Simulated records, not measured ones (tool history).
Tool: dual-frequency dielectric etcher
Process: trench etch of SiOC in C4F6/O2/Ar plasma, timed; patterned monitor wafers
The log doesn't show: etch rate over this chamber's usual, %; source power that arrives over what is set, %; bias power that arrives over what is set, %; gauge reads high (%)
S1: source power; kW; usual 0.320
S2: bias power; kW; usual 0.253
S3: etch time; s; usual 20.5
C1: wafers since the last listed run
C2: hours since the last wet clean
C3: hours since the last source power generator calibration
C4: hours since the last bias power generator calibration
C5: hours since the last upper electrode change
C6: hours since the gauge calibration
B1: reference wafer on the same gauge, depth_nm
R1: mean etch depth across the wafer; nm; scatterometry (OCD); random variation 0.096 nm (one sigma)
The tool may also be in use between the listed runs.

run 1 day=0.000 | S1=0.320 S2=0.253 S3=20.5 | C1=0 C2=97.1 C3=3105.9 C4=913.0 C5=3263.8 C6=923.1 | B1=32.28 | R1=38.51
run 2 day=3.392 | S1=0.320 S2=0.253 S3=20.5 | C1=1676 C2=178.5 C3=3187.3 C4=994.4 C5=3345.2 C6=1004.5 | B1=32.32 | R1=38.54
run 3 day=5.312 | S1=0.320 S2=0.253 S3=20.5 | C1=949 C2=224.6 C3=3233.4 C4=1040.5 C5=3391.3 C6=1050.6 | B1=32.33 | R1=38.61
run 4 day=6.821 | S1=0.320 S2=0.253 S3=20.5 | C1=745 C2=260.8 C3=3269.6 C4=1076.7 C5=3427.5 C6=1086.8 | B1=32.32 | R1=38.41
run 5 day=10.850 | S1=0.290 S2=0.253 S3=20.5 | C1=1991 C2=357.5 C3=3366.3 C4=1173.4 C5=3524.2 C6=1183.5 | B1=32.31 | R1=36.95
run 6 day=14.092 | S1=0.320 S2=0.253 S3=20.5 | C1=1602 C2=435.3 C3=3444.1 C4=1251.2 C5=3602.0 C6=1261.3 | B1=32.31 | R1=38.51
run 7 day=17.362 | S1=0.320 S2=0.253 S3=20.5 | C1=1616 C2=513.8 C3=3522.6 C4=1329.7 C5=3680.5 C6=1339.8 | B1=32.29 | R1=38.53
-- day=20.579 source power generator calibrated
-- day=22.346 wet clean of the chamber
run 8 day=22.367 | S1=0.320 S2=0.253 S3=20.5 | C1=1896 C2=0.5 C3=42.9 C4=1449.8 C5=3800.6 C6=1459.9 | B1=32.29 | R1=38.03
run 9 day=25.233 | S1=0.320 S2=0.253 S3=20.5 | C1=1416 C2=69.3 C3=111.7 C4=1518.6 C5=3869.4 C6=1528.7 | B1=32.28 | R1=38.01
run 10 day=26.746 | S1=0.320 S2=0.284 S3=16.5 | C1=747 C2=105.6 C3=148.0 C4=1554.9 C5=3905.7 C6=1565.0 | B1=32.31 | R1=31.42
run 11 day=30.350 | S1=0.390 S2=0.253 S3=16.0 | C1=1781 C2=192.1 C3=234.5 C4=1641.4 C5=3992.2 C6=1651.5 | B1=32.29 | R1=32.02
run 12 day=33.896 | S1=0.320 S2=0.253 S3=20.5 | C1=1752 C2=277.2 C3=319.6 C4=1726.5 C5=4077.3 C6=1736.6 | B1=32.30 | R1=38.08
run 13 day=38.079 | S1=0.260 S2=0.270 S3=25.5 | C1=2067 C2=377.6 C3=420.0 C4=1826.9 C5=4177.7 C6=1837.0 | B1=32.29 | R1=44.26
run 14 day=40.417 | S1=0.250 S2=0.194 S3=20.5 | C1=1155 C2=433.7 C3=476.1 C4=1883.0 C5=4233.8 C6=1893.1 | B1=32.29 | R1=32.11
run 15 day=43.875 | S1=0.340 S2=0.198 S3=17.0 | C1=1709 C2=516.7 C3=559.1 C4=1966.0 C5=4316.8 C6=1976.1 | B1=32.29 | R1=30.20
run 16 day=45.783 | S1=0.260 S2=0.214 S3=26.5 | C1=943 C2=562.5 C3=604.9 C4=2011.8 C5=4362.6 C6=2021.9 | B1=32.31 | R1=43.50
run 17 day=49.825 | S1=0.320 S2=0.307 S3=24.0 | C1=1997 C2=659.5 C3=701.9 C4=2108.8 C5=4459.6 C6=2118.9 | B1=32.32 | R1=46.96
-- day=51.529 wet clean of the chamber
run 18 day=53.854 | S1=0.350 S2=0.253 S3=26.0 | C1=1497 C2=55.8 C3=798.6 C4=2205.5 C5=4556.3 C6=2215.6 | B1=32.30 | R1=50.15
run 19 day=56.000 | S1=0.320 S2=0.253 S3=20.5 | C1=1060 C2=107.3 C3=850.1 C4=2257.0 C5=4607.8 C6=2267.1 | B1=32.29 | R1=38.08
run 20 day=59.238 | S1=0.300 S2=0.284 S3=23.0 | C1=1600 C2=185.0 C3=927.8 C4=2334.7 C5=4685.5 C6=2344.8 | B1=32.27 | R1=42.97
-- day=60.258 upper electrode replaced
run 21 day=62.717 | S1=0.400 S2=0.209 S3=22.5 | C1=1225 C2=268.5 C3=1011.3 C4=2418.2 C5=59.0 C6=2428.3 | B1=32.30 | R1=43.68
run 22 day=65.979 | S1=0.320 S2=0.253 S3=22.5 | C1=1612 C2=346.8 C3=1089.6 C4=2496.5 C5=137.3 C6=2506.6 | B1=32.29 | R1=41.79
-- day=71.838 gauge calibrated
-- day=76.721 bias power generator calibrated
run 23 day=79.408 | S1=0.360 S2=0.210 S3=22.5 | C1=6554 C2=669.1 C3=1411.9 C4=64.5 C5=459.6 C6=181.7 | B1=32.28 | R1=42.01
-- day=83.204 wet clean of the chamber
run 24 day=83.225 | S1=0.320 S2=0.253 S3=20.5 | C1=1392 C2=0.5 C3=1503.5 C4=156.1 C5=551.2 C6=273.3 | B1=32.31 | R1=38.25
run 25 day=85.042 | S1=0.320 S2=0.253 S3=20.5 | C1=897 C2=44.1 C3=1547.1 C4=199.7 C5=594.8 C6=316.9 | B1=32.31 | R1=38.34
run 26 day=89.392 | S1=0.320 S2=0.307 S3=26.5 | C1=2149 C2=148.5 C3=1651.5 C4=304.1 C5=699.2 C6=421.3 | B1=32.30 | R1=52.04
run 27 day=92.408 | S1=0.320 S2=0.253 S3=20.5 | C1=1490 C2=220.9 C3=1723.9 C4=376.5 C5=771.6 C6=493.7 | B1=32.28 | R1=38.45
run 28 day=94.604 | S1=0.380 S2=0.226 S3=23.0 | C1=1085 C2=273.6 C3=1776.6 C4=429.2 C5=824.3 C6=546.4 | B1=32.31 | R1=44.43
run 29 day=97.329 | S1=0.320 S2=0.296 S3=20.5 | C1=1346 C2=339.0 C3=1842.0 C4=494.6 C5=889.7 C6=611.8 | B1=32.33 | R1=39.98
run 30 day=109.925 | S1=0.320 S2=0.253 S3=20.5 | C1=6225 C2=641.3 C3=2144.3 C4=796.9 C5=1192.0 C6=914.1 | B1=32.31 | R1=38.38

Forecast each of these 3 alternatives for the next run:
run A day=109.942 | S1=0.320 S2=0.253 S3=26.0 | C1=8 C2=641.7 C3=2144.7 C4=797.3 C5=1192.4 C6=914.5 | B1=? | R1=?
run B day=109.942 | S1=0.260 S2=0.233 S3=26.0 | C1=8 C2=641.7 C3=2144.7 C4=797.3 C5=1192.4 C6=914.5 | B1=? | R1=?
run C day=109.942 | S1=0.250 S2=0.289 S3=20.5 | C1=8 C2=641.7 C3=2144.7 C4=797.3 C5=1192.4 C6=914.5 | B1=? | R1=?

run=A B1=32.30 R1=48.68
run=B B1=32.30 R1=43.86
run=C B1=32.30 R1=36.10
Without the tool's hidden state the same runs would have given:
run=A R1=48.14
run=B R1=43.38
run=C R1=35.71
